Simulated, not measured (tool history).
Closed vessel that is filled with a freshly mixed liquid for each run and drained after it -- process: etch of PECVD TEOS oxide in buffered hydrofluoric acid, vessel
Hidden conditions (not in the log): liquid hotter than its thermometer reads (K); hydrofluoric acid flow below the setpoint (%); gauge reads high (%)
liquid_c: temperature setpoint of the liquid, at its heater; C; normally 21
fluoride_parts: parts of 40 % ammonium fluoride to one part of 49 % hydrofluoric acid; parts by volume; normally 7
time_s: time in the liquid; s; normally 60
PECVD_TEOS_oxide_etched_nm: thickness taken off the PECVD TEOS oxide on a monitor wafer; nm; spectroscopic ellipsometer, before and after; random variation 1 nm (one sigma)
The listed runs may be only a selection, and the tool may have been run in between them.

| run | hour | liquid_c | fluoride_parts | time_s | wafers since the last listed run | hours since the thermometer was replaced | hours since the hydrofluoric acid flow meter was replaced | hours since the gauge calibration | read-back film thickness of the PECVD TEOS oxide reference wafer, read on the same gauge (nm) | PECVD_TEOS_oxide_etched_nm |
|---|---|---|---|---|---|---|---|---|---|---|
| 1 | 0 | 21 | 7 | 60 | 0 | 1366.3 | 1180.1 | 52.1 | 100.14 | 276.77 |
| 2 | 13.9 | 21 | 7 | 60 | 1178 | 1380.2 | 1194 | 66 | 100.15 | 277.02 |
| 3 | 34.3 | 21 | 7 | 60 | 1728 | 1400.6 | 1214.4 | 86.4 | 100.18 | 277.94 |
| 4 | 53.1 | 21 | 7 | 60 | 1593 | 1419.4 | 1233.2 | 105.2 | 100.23 | 276.28 |
| 5 | 84.1 | 21 | 7 | 60 | 2627 | 1450.4 | 1264.2 | 136.2 | 100.32 | 277.99 |
| 6 | 99.5 | 21 | 7 | 60 | 1305 | 1465.8 | 1279.6 | 151.6 | 100.38 | 279.81 |
| 7 | 123.8 | 21 | 8.5 | 60 | 2059 | 1490.1 | 1303.9 | 175.9 | 100.49 | 224.08 |
| 8 | 140.3 | 21 | 8.5 | 60 | 1398 | 1506.6 | 1320.4 | 192.4 | 100.57 | 226.35 |
| 9 | 153.1 | 21 | 8.5 | 60 | 1084 | 1519.4 | 1333.2 | 205.2 | 100.64 | 226.85 |
| 10 | 180.7 | 21 | 7 | 60 | 2339 | 1547 | 1360.8 | 232.8 | 100.79 | 278.31 |
| 11 | 194.4 | 21 | 7 | 60 | 1161 | 1560.7 | 1374.5 | 246.5 | 100.86 | 278.26 |
| 12 | 220.3 | 22.5 | 9 | 30 | 2194 | 1586.6 | 1400.4 | 272.4 | 101.04 | 116.2 |
| 13 | 233.3 | 21 | 7 | 60 | 1101 | 1599.6 | 1413.4 | 285.4 | 101.13 | 277.47 |
|  | 239.7 | hydrofluoric acid flow meter replaced |
| 14 | 261.4 | 22.5 | 7 | 70 | 2296 | 1627.7 | 21.7 | 313.5 | 101.35 | 354.19 |
|  | 283.6 | gauge calibrated |
| 15 | 340.3 | 18.5 | 7 | 45 | 6686 | 1706.6 | 100.6 | 56.7 | 100.31 | 180.37 |
|  | 353.6 | thermometer replaced |
| 16 | 370.2 | 25 | 9.5 | 60 | 2449 | 16.6 | 130.5 | 86.6 | 100.37 | 253.89 |
| 17 | 393.7 | 19.5 | 8 | 60 | 1991 | 40.1 | 154 | 110.1 | 100.42 | 221.77 |
| 18 | 416 | 21 | 8 | 75 | 1889 | 62.4 | 176.3 | 132.4 | 100.5 | 301.84 |
| 19 | 441.6 | 17 | 5.5 | 90 | 2169 | 88 | 201.9 | 158 | 100.59 | 410.31 |
| 20 | 476.1 | 21 | 7 | 60 | 2923 | 122.5 | 236.4 | 192.5 | 100.73 | 279.44 |
| 21 | 491.7 | 21 | 8 | 60 | 1322 | 138.1 | 252 | 208.1 | 100.81 | 241.43 |
| 22 | 509.7 | 21 | 7 | 35 | 1525 | 156.1 | 270 | 226.1 | 100.92 | 163.82 |
| 23 | 545.6 | 21 | 7 | 60 | 3042 | 192 | 305.9 | 262 | 101.13 | 278.91 |

4 options for the next run, each taken on its own from the tool as it stands now. Forecast them:
| A | 546.3 | 21 | 7 | 60 | 59 | 192.7 | 306.6 | 262.7 | ? | ? |
| B | 546.3 | 25.5 | 7 | 90 | 59 | 192.7 | 306.6 | 262.7 | ? | ? |
| C | 546.3 | 23 | 9.5 | 60 | 59 | 192.7 | 306.6 | 262.7 | ? | ? |
| D | 546.3 | 17 | 5.5 | 85 | 59 | 192.7 | 306.6 | 262.7 | ? | ? |

| run | read-back film thickness of the PECVD TEOS oxide reference wafer, read on the same gauge (nm) | PECVD_TEOS_oxide_etched_nm |
|---|---|---|
| A | 101.13 | 278.89 |
| B | 101.13 | 535.14 |
| C | 101.13 | 229.33 |
| D | 101.13 | 388.25 |
Take away the tool's hidden state, keep each run's random variation, and the runs would have read:
| run | PECVD_TEOS_oxide_etched_nm |
|---|---|
| A | 275.74 |
| B | 529.1 |
| C | 226.74 |
| D | 383.87 |
